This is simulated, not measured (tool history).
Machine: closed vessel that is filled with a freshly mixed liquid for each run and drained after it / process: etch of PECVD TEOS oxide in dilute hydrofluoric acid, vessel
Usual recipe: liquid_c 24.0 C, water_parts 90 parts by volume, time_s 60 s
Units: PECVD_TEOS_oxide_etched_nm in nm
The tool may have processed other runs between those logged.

run   hour  liquid_c  water_parts  time_s  read-back film thickness of the PECVD TEOS oxide reference wafer, read on the same gauge (nm)  PECVD_TEOS_oxide_etched_nm
  1    0.0      24.0           90      60                                                                                          89.98                        8.99
  2   28.2      24.0           90      60                                                                                          90.02                        9.14
  3   74.0      24.0           90      45                                                                                          90.03                        6.89
  4  103.4      20.5           90      75                                                                                          89.97                       10.01
  5  165.4      20.5           90      75                                                                                          89.99                        9.99
     191.3  -- thermometer replaced
  6  195.2      20.5           90      75                                                                                          89.98                       10.27
     197.0  -- hydrofluoric acid flow meter replaced
  7  222.3      24.0          120      60                                                                                          90.01                        6.31
  8  265.3      24.0          120      60                                                                                          89.97                        6.26
  9  320.3      24.0           90      80                                                                                          90.00                       11.64
 10  375.3      26.0          110      45                                                                                          90.03                        5.73
 11  400.0      24.0          120      60                                                                                          90.02                        6.45
     409.9  -- gauge calibrated
 12  443.4      22.0          130      60                                                                                          89.97                        5.43
 13  488.7      28.0           55      60                                                                                          89.99                       17.95
 14  528.5      28.0           90      60                                                                                          89.98                       10.50
 15  563.7      24.0           75      30                                                                                          89.95                        5.52
 16  622.6      22.0          110      90                                                                                          90.00                       10.23

For some of the steps in PECVD_TEOS_oxide_etched_nm from one run to the next: how much would appear even if the tool had no hidden state, given the settings, what came in and random variation, and how much remains for the hidden state plus any gauge scatter that the measured result and the result without hidden state don't share?
Hidden conditions of the tool in this case: liquid colder than its thermometer reads (K); hydrofluoric acid flow above the setpoint (%); gauge reads high (%).
Run 6 -> 7: liquid_c 20.5 -> 24.0, water_parts 90 -> 120, time_s 75 -> 60, hydrofluoric acid flow meter replaced. PECVD_TEOS_oxide_etched_nm -3.96 nm: hidden state -0.68, all else -3.28.
Run 12 -> 13: liquid_c 22.0 -> 28.0, water_parts 130 -> 55. PECVD_TEOS_oxide_etched_nm +12.52 nm: hidden state +0.49, all else +12.03.
